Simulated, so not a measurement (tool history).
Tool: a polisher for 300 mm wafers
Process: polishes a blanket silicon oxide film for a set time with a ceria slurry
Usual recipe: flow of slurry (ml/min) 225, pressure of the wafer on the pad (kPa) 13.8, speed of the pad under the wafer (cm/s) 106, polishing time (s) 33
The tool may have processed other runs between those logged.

run      day  flow of slurry (ml/min)  pressure of the wafer on the pad (kPa)  speed of the pad under the wafer (cm/s)  polishing time (s)  wafers since the last listed run  wafers polished on this pad  hours since the slurry nozzle was cleaned  hours since the head pressure was calibrated  incoming thickness of the incoming film, nm  film removed (angstrom)
  1    0.000                      280                                    13.8                                      106                  33                                 0                          202                                      150.3                                         206.6                                       1237.8                      892
  2    4.042                      280                                    13.8                                      106                  33                              1325                         1527                                      247.3                                         303.6                                       1235.5                      876
  3    8.367                      280                                    13.8                                      106                  33                              1418                         2946                                      351.1                                         407.4                                       1242.0                      874
  4   11.733                      225                                    13.8                                      106                  33                              1104                         4050                                      431.9                                         488.2                                       1217.5                      847
  5   15.925                      225                                    13.8                                      106                  33                              1374                         5424                                      532.5                                         588.8                                       1231.4                      846
  6   18.608                      225                                    13.8                                      106                  33                               879                         6304                                      596.9                                         653.2                                       1239.1                      830
  7   21.617                      225                                    13.8                                      106                  33                               986                         7291                                      669.1                                         725.4                                       1222.5                      825
  8   23.321                      225                                    13.8                                      106                  33                               558                         7850                                      710.0                                         766.3                                       1222.1                      813
  9   25.838                      225                                    13.8                                      106                  33                               825                         8675                                      770.4                                         826.7                                       1207.2                      808
      27.012  -- slurry nozzle cleaned
 10   29.038                      225                                    13.8                                       94                  33                              1035                         9711                                       48.6                                         903.5                                       1219.6                      777
      30.608  -- worn pad replaced by a new one
 11   30.900                      225                                    13.8                                       94                  33                               556                           96                                       93.3                                         948.2                                       1230.4                      771
 12   32.888                      225                                    13.8                                      106                  33                               651                          748                                      141.0                                         995.9                                       1218.4                      875
 13   35.188                      225                                    13.8                                      106                  33                               754                         1502                                      196.2                                        1051.1                                       1219.2                      870
 14   37.492                      265                                    12.4                                      128                  37                               755                         2257                                      251.5                                        1106.4                                       1195.5                     1084
 15   40.667                      225                                    13.8                                       82                  25                              1041                         3299                                      327.7                                        1182.6                                       1234.2                      515
      42.558  -- head pressure recalibrated
 16   42.938                      155                                    17.9                                       88                  33                               717                         4016                                      382.2                                           9.1                                       1228.9                      857
 17   46.521                      295                                    11.7                                       96                  33                              1175                         5191                                      468.2                                          95.1                                       1206.5                      692
 18   48.150                      225                                    13.8                                      106                  33                               534                         5725                                      507.3                                         134.2                                       1192.3                      852
 19   51.038                      225                                    17.2                                      132                  33                               946                         6672                                      576.6                                         203.5                                       1210.2                     1289
 20   55.358                      280                                    13.8                                      106                  33                              1416                         8089                                      680.3                                         307.2                                       1217.7                      882
 21   57.338                      145                                    13.8                                      122                  33                               649                         8738                                      727.8                                         354.7                                       1207.2                      866
 22   60.046                      180                                    11.0                                       82                  44                               888                         9627                                      792.8                                         419.7                                       1205.7                      661
      61.946  -- slurry nozzle cleaned
      62.567  -- worn pad replaced by a new one
 23   63.538                      265                                    12.4                                      128                  37                              1076                          318                                       38.2                                         503.5                                       1234.2                     1063
 24   67.542                      280                                    16.5                                      134                  33                              1313                         1631                                      134.3                                         599.6                                       1248.6                     1302
 25   72.004                      225                                    10.3                                      106                  33                              1463                         3094                                      241.4                                         706.7                                       1224.1                      652
 26   75.388                      275                                    15.2                                      122                  33                              1109                         4204                                      322.6                                         787.9                                       1217.9                     1102
 27   78.562                      225                                    15.9                                      106                  33                              1041                         5245                                      398.8                                         864.1                                       1197.6                      958
 28   80.392                      225                                    13.8                                      106                  33                               599                         5845                                      442.7                                         908.0                                       1206.1                      833
 29   83.488                      280                                    16.5                                      134                  33                              1015                         6860                                      517.0                                         982.3                                       1206.8                     1281
 30   85.038                      225                                    13.8                                      132                  33                               508                         7369                                      554.2                                        1019.5                                       1229.9                     1032
 31   88.633                      225                                    17.2                                      106                  26                              1179                         8548                                      640.5                                        1105.8                                       1204.4                      778
      88.775  -- head pressure recalibrated
      88.933  -- worn pad replaced by a new one
 32   94.533                      185                                    13.8                                      106                  33                              1855                         1836                                      782.1                                         138.2                                       1199.9                      736
 33   97.400                      225                                    13.8                                      106                  33                               940                         2776                                      850.9                                         207.0                                       1205.9                      742
     100.158  -- slurry nozzle cleaned
 34  100.554                      250                                    13.8                                      106                  36                              1020                         3797                                        9.5                                         282.7                                       1217.4                      964
 35  102.446                      225                                    13.8                                      106                  33                               620                         4417                                       54.9                                         328.1                                       1216.7                      857
 36  106.612                      205                                     9.7                                       94                  33                              1366                         5783                                      154.9                                         428.1                                       1220.8                      549

Give the tool's hidden conditions for every run:
removal rate lost through wear of the pad, %: 0 across all the runs
deviation of the head's pressure from its setpoint, %: 0 across all the runs
H1: slurry flow missing at the pad, %
run     H1
  1   9.87
  2   11.9
  3   15.1
  4   18.4
  5   23.5
  6   27.3
  7     32
  8     35
  9   39.6
 10  0.394
 11  0.724
 12   1.31
 13   2.28
 14   3.57
 15   5.86
 16   7.88
 17   11.7
 18   13.7
 19   17.6
 20   24.4
 21   27.9
 22     33
 23   14.9
 24   15.8
 25   17.9
 26   20.3
 27   23.1
 28   25.1
 29   28.8
 30   30.9
 31   36.2
 32   46.7
 33   52.6
 34   3.75
 35    3.9
 36   4.99
